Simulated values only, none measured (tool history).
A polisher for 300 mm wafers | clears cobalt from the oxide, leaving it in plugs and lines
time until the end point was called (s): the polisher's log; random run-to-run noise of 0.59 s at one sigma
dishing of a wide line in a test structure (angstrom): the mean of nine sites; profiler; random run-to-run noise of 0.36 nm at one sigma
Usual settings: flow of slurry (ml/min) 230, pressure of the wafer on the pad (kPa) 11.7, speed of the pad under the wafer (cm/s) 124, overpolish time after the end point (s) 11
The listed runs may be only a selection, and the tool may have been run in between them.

run,day,flow of slurry (ml/min),pressure of the wafer on the pad (kPa),speed of the pad under the wafer (cm/s),overpolish time after the end point (s),wafers since the last listed run,wafers polished on this pad,hours since the slurry nozzle was cleaned,hours since the head pressure was calibrated,"incoming thickness of the incoming film, nm",time until the end point was called (s),dishing of a wide line in a test structure (angstrom)
1,0.000,230,11.7,124,11,0,471,469.0,227.6,238.8,47.2,365
2,0.500,180,9.0,124,11,173,644,481.0,239.6,235.2,59.7,308
# day 0.796: worn pad replaced by a new one
3,1.092,180,9.0,124,11,147,102,495.2,253.8,242.9,56.8,322
4,1.708,180,9.0,124,11,213,316,510.0,268.6,237.2,57.4,315
# day 2.533: worn pad replaced by a new one
5,2.554,230,13.1,124,16,235,7,530.3,288.9,238.4,39.6,487
6,2.746,230,11.7,124,11,66,74,534.9,293.5,237.3,43.6,376
7,3.938,230,11.7,124,11,412,486,563.5,322.1,240.7,46.9,367
8,4.225,230,11.7,108,11,99,586,570.4,329.0,238.0,53.1,334
# day 4.658: worn pad replaced by a new one
9,4.854,230,11.7,148,9,160,67,585.5,344.1,238.3,36.0,370
10,5.283,195,11.7,124,11,148,215,595.8,354.4,237.7,45.0,372
# day 5.667: head pressure recalibrated
11,5.850,180,8.3,124,11,167,383,609.4,4.4,238.7,68.7,280
# day 6.362: worn pad replaced by a new one
# day 6.758: slurry nozzle cleaned
12,7.746,230,11.7,104,18,584,464,23.7,49.9,241.6,58.9,420
13,8.112,230,11.7,124,9,126,591,32.5,58.7,240.8,49.5,302
# day 8.538: worn pad replaced by a new one
14,8.558,290,9.0,124,5,96,6,43.2,69.4,239.4,56.0,174
15,8.896,230,11.7,124,11,116,123,51.3,77.5,244.1,48.5,365
16,9.529,230,11.7,124,11,219,342,66.5,92.7,243.4,49.1,353

Hidden state, per run?
slurry flow missing at the pad, %: 0 on each run
H1: removal rate lost through wear of the pad, %
H2: deviation of the head's pressure from its setpoint, %
run,H1,H2
1,6.39,12
2,8.41,12.2
3,1.25,12.4
4,3.74,12.5
5,0.5,12.7
6,1.28,12.8
7,6.1,13
8,7.26,13
9,0.85,13.1
10,2.59,13.2
11,4.88,0.511
12,6.98,4.56
13,8.46,5.17
14,1.08,5.85
15,2.44,6.33
16,5.01,7.13
